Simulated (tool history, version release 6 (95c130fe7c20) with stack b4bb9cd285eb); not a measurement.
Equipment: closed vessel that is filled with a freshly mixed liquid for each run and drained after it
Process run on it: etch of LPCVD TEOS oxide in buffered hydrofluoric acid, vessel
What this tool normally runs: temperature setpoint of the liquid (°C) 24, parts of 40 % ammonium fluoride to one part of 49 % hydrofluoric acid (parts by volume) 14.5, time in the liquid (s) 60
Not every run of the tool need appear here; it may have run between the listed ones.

run,hour,temperature setpoint of the liquid (°C),parts of 40 % ammonium fluoride to one part of 49 % hydrofluoric acid (parts by volume),time in the liquid (s),wafers since the last listed run,hours since the thermometer was replaced,hours since the hydrofluoric acid flow meter was replaced,hours since the gauge calibration,"read-back film thickness of the LPCVD TEOS oxide reference wafer, read on the same gauge (nm)",thickness taken off the LPCVD TEOS oxide on a monitor wafer (nm)
1,0,26.5,14.5,60,0,1190.1,253.1,585.7,89.99,161.58
2,23.5,24,18.5,60,1893,1213.6,276.6,609.2,90,110.12
3,37.6,24,18.5,60,1136,1227.7,290.7,623.3,89.97,110.46
4,61.3,24,14.5,60,1910,1251.4,314.4,647,90,142.72
5,81.8,24,14.5,60,1652,1271.9,334.9,667.5,90.01,142.39
6,100,27.5,16.5,60,1466,1290.1,353.1,685.7,90.03,150.65
7,112.5,27.5,16.5,60,1007,1302.6,365.6,698.2,90,153.38
8,217.2,24,14.5,70,8438,1407.3,470.3,802.9,90,168.12
# hour 236.4: gauge calibrated
9,251.1,24,14.5,60,2732,1441.2,504.2,14.7,90.02,145.87
10,283.3,24,14.5,60,2595,1473.4,536.4,46.9,90.01,145.77
11,317.3,24,14.5,60,2740,1507.4,570.4,80.9,90.02,144.08
12,346,24,14.5,60,2313,1536.1,599.1,109.6,89.99,146.67
13,363.5,24,14.5,60,1410,1553.6,616.6,127.1,90.01,147.48
14,388.4,24,14.5,60,2006,1578.5,641.5,152,90.02,145.13
15,442.9,24,11.5,70,4392,1633,696,206.5,90,219.73
# hour 452.2: thermometer replaced
16,470.9,28.5,10,50,2176,18.7,724,234.5,89.99,218.92
17,497.7,24,14.5,60,2159,45.5,750.8,261.3,90,146.69
# hour 499.8: hydrofluoric acid flow meter replaced
18,531.2,24,14.5,60,2619,79,31.4,294.8,90,138.21
19,551.5,24,16.5,60,1636,99.3,51.7,315.1,90.02,119.64
20,575.8,20.5,12,60,1958,123.6,76,339.4,90,137.13
21,624.2,24,12,60,3900,172,124.4,387.8,90,169.43
22,645.7,24,14.5,60,1732,193.5,145.9,409.3,90,138.39
23,660.1,28.5,14.5,60,1160,207.9,160.3,423.7,89.99,178.8
24,689.8,24,9.5,75,2393,237.6,190,453.4,89.99,254.91
25,723.4,22.5,20,60,2707,271.2,223.6,487,90,95.08
26,755.7,24,14.5,60,2603,303.5,255.9,519.3,90.01,141.3
27,769.3,26,10.5,30,1096,317.1,269.5,532.9,89.98,108
28,782,26,10.5,60,1023,329.8,282.2,545.6,90.01,216.95
29,801,22,17.5,80,1531,348.8,301.2,564.6,90,142.14
30,829.8,24,14.5,60,2321,377.6,330,593.4,90.01,142.48
31,842.7,27,13,35,1039,390.5,342.9,606.3,90,108.51
32,862.5,20.5,14.5,40,1595,410.3,362.7,626.1,90,77.86
33,893.1,29,9.5,95,2466,440.9,393.3,656.7,90.01,434.03

Alternative continuations, all from the tool just after run 33; predict every row:
A,893.8,24,14.5,60,56,441.6,394,657.4,?,?
B,893.8,22.5,14.5,60,56,441.6,394,657.4,?,?
C,893.8,28,19.5,90,56,441.6,394,657.4,?,?
D,893.8,27.5,12,50,56,441.6,394,657.4,?,?

run,"read-back film thickness of the LPCVD TEOS oxide reference wafer, read on the same gauge (nm)",thickness taken off the LPCVD TEOS oxide on a monitor wafer (nm)
A,89.99,144.39
B,89.99,132.98
C,89.99,200.87
D,89.99,174.86
The same runs, with their run-to-run variation unchanged, on a tool lacking any hidden condition would have given:
run,thickness taken off the LPCVD TEOS oxide on a monitor wafer (nm)
A,135.96
B,125.22
C,189.12
D,164.72

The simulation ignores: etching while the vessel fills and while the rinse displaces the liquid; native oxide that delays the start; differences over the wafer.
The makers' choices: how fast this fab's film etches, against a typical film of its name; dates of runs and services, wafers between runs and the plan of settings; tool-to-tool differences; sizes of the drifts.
